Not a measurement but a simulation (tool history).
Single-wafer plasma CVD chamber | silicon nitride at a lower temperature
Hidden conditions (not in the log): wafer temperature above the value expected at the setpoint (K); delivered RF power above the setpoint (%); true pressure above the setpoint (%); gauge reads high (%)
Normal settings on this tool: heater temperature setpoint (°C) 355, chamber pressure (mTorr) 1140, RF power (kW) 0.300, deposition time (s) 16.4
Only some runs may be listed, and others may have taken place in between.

| run | hour | heater temperature setpoint (°C) | chamber pressure (mTorr) | RF power (kW) | deposition time (s) | wafers since the last listed run | hours since the last thermocouple change | hours since the last RF generator calibration | hours since the last manometer calibration | hours since the showerhead was replaced | hours since the gauge calibration | read-back reference wafer on the same gauge, thickness_nm | mean film thickness on the monitor wafer (angstrom) |
|---|---|---|---|---|---|---|---|---|---|---|---|---|---|
| 1 | 0.0 | 355 | 1140 | 0.300 | 16.4 | 0 | 885.9 | 767.5 | 1280.1 | 3006.7 | 146.7 | 18.958 | 161.07 |
| 2 | 12.0 | 355 | 1140 | 0.300 | 16.4 | 310 | 897.9 | 779.5 | 1292.1 | 3018.7 | 158.7 | 19.022 | 161.84 |
| 3 | 25.7 | 355 | 1140 | 0.300 | 16.4 | 353 | 911.6 | 793.2 | 1305.8 | 3032.4 | 172.4 | 19.031 | 161.74 |
| 4 | 36.8 | 355 | 1140 | 0.300 | 16.4 | 286 | 922.7 | 804.3 | 1316.9 | 3043.5 | 183.5 | 19.001 | 161.36 |
| 5 | 50.4 | 355 | 1140 | 0.300 | 16.4 | 351 | 936.3 | 817.9 | 1330.5 | 3057.1 | 197.1 | 19.021 | 159.33 |
| 6 | 61.1 | 355 | 1140 | 0.300 | 16.4 | 276 | 947.0 | 828.6 | 1341.2 | 3067.8 | 207.8 | 19.048 | 159.87 |
| 7 | 71.5 | 355 | 1140 | 0.300 | 16.4 | 268 | 957.4 | 839.0 | 1351.6 | 3078.2 | 218.2 | 19.023 | 160.99 |
| 8 | 83.8 | 355 | 1140 | 0.300 | 16.4 | 317 | 969.7 | 851.3 | 1363.9 | 3090.5 | 230.5 | 19.008 | 159.44 |
| 9 | 92.0 | 355 | 1140 | 0.300 | 16.4 | 211 | 977.9 | 859.5 | 1372.1 | 3098.7 | 238.7 | 18.987 | 158.79 |
|  | 113.0 | capacitance manometer re-zeroed and calibrated |
| 10 | 113.5 | 355 | 1140 | 0.300 | 16.4 | 348 | 999.4 | 881.0 | 0.5 | 3120.2 | 260.2 | 19.037 | 158.25 |
| 11 | 116.6 | 355 | 1140 | 0.300 | 16.4 | 80 | 1002.5 | 884.1 | 3.6 | 3123.3 | 263.3 | 19.029 | 159.08 |
| 12 | 129.8 | 355 | 1140 | 0.300 | 16.4 | 341 | 1015.7 | 897.3 | 16.8 | 3136.5 | 276.5 | 19.007 | 159.46 |
|  | 147.8 | RF generator calibrated |
| 13 | 148.3 | 355 | 1140 | 0.300 | 16.4 | 271 | 1034.2 | 0.5 | 35.3 | 3155.0 | 295.0 | 18.967 | 168.54 |
|  | 152.1 | gauge calibrated |
| 14 | 154.0 | 355 | 1140 | 0.270 | 18.7 | 147 | 1039.9 | 6.2 | 41.0 | 3160.7 | 1.9 | 19.016 | 174.70 |
|  | 162.5 | thermocouple changed; heater temperature recalibrated |
|  | 164.0 | showerhead replaced |
| 15 | 169.6 | 355 | 1380 | 0.300 | 16.4 | 159 | 7.1 | 21.8 | 56.6 | 5.6 | 17.5 | 19.017 | 180.49 |
| 16 | 182.4 | 355 | 900 | 0.300 | 16.4 | 330 | 19.9 | 34.6 | 69.4 | 18.4 | 30.3 | 19.022 | 156.08 |
| 17 | 191.8 | 345 | 1140 | 0.275 | 19.5 | 242 | 29.3 | 44.0 | 78.8 | 27.8 | 39.7 | 18.978 | 187.32 |
| 18 | 206.1 | 355 | 1140 | 0.300 | 16.4 | 369 | 43.6 | 58.3 | 93.1 | 42.1 | 54.0 | 19.001 | 170.21 |
| 19 | 214.9 | 355 | 1360 | 0.345 | 18.3 | 227 | 52.4 | 67.1 | 101.9 | 50.9 | 62.8 | 18.977 | 223.61 |
| 20 | 231.5 | 355 | 1140 | 0.300 | 16.4 | 428 | 69.0 | 83.7 | 118.5 | 67.5 | 79.4 | 19.017 | 168.90 |
| 21 | 244.5 | 355 | 1140 | 0.300 | 16.4 | 335 | 82.0 | 96.7 | 131.5 | 80.5 | 92.4 | 19.033 | 168.35 |
| 22 | 251.8 | 368 | 1340 | 0.270 | 18.9 | 188 | 89.3 | 104.0 | 138.8 | 87.8 | 99.7 | 19.024 | 185.69 |
| 23 | 269.6 | 355 | 1140 | 0.300 | 16.4 | 459 | 107.1 | 121.8 | 156.6 | 105.6 | 117.5 | 19.022 | 169.36 |
| 24 | 281.9 | 355 | 1140 | 0.300 | 16.4 | 317 | 119.4 | 134.1 | 168.9 | 117.9 | 129.8 | 18.970 | 167.56 |
| 25 | 293.8 | 355 | 1140 | 0.355 | 13.4 | 307 | 131.3 | 146.0 | 180.8 | 129.8 | 141.7 | 19.017 | 157.02 |
| 26 | 304.4 | 364 | 1030 | 0.330 | 18.4 | 273 | 141.9 | 156.6 | 191.4 | 140.4 | 152.3 | 18.952 | 196.12 |

The tool's hidden state at each run:
wafer temperature above the value expected at the setpoint (K): 0, the same for each run
true pressure above the setpoint (%): 0, the same for each run
gauge reads high (%): 0, the same for each run
H1: delivered RF power above the setpoint (%)
| run | H1 |
|---|---|
| 1 | -5.73 |
| 2 | -5.89 |
| 3 | -6.09 |
| 4 | -6.25 |
| 5 | -6.45 |
| 6 | -6.61 |
| 7 | -6.77 |
| 8 | -6.96 |
| 9 | -7.08 |
| 10 | -7.42 |
| 11 | -7.47 |
| 12 | -7.69 |
| 13 | -0.68 |
| 14 | -0.681 |
| 15 | -0.685 |
| 16 | -0.691 |
| 17 | -0.698 |
| 18 | -0.711 |
| 19 | -0.721 |
| 20 | -0.744 |
| 21 | -0.765 |
| 22 | -0.778 |
| 23 | -0.815 |
| 24 | -0.844 |
| 25 | -0.874 |
| 26 | -0.903 |

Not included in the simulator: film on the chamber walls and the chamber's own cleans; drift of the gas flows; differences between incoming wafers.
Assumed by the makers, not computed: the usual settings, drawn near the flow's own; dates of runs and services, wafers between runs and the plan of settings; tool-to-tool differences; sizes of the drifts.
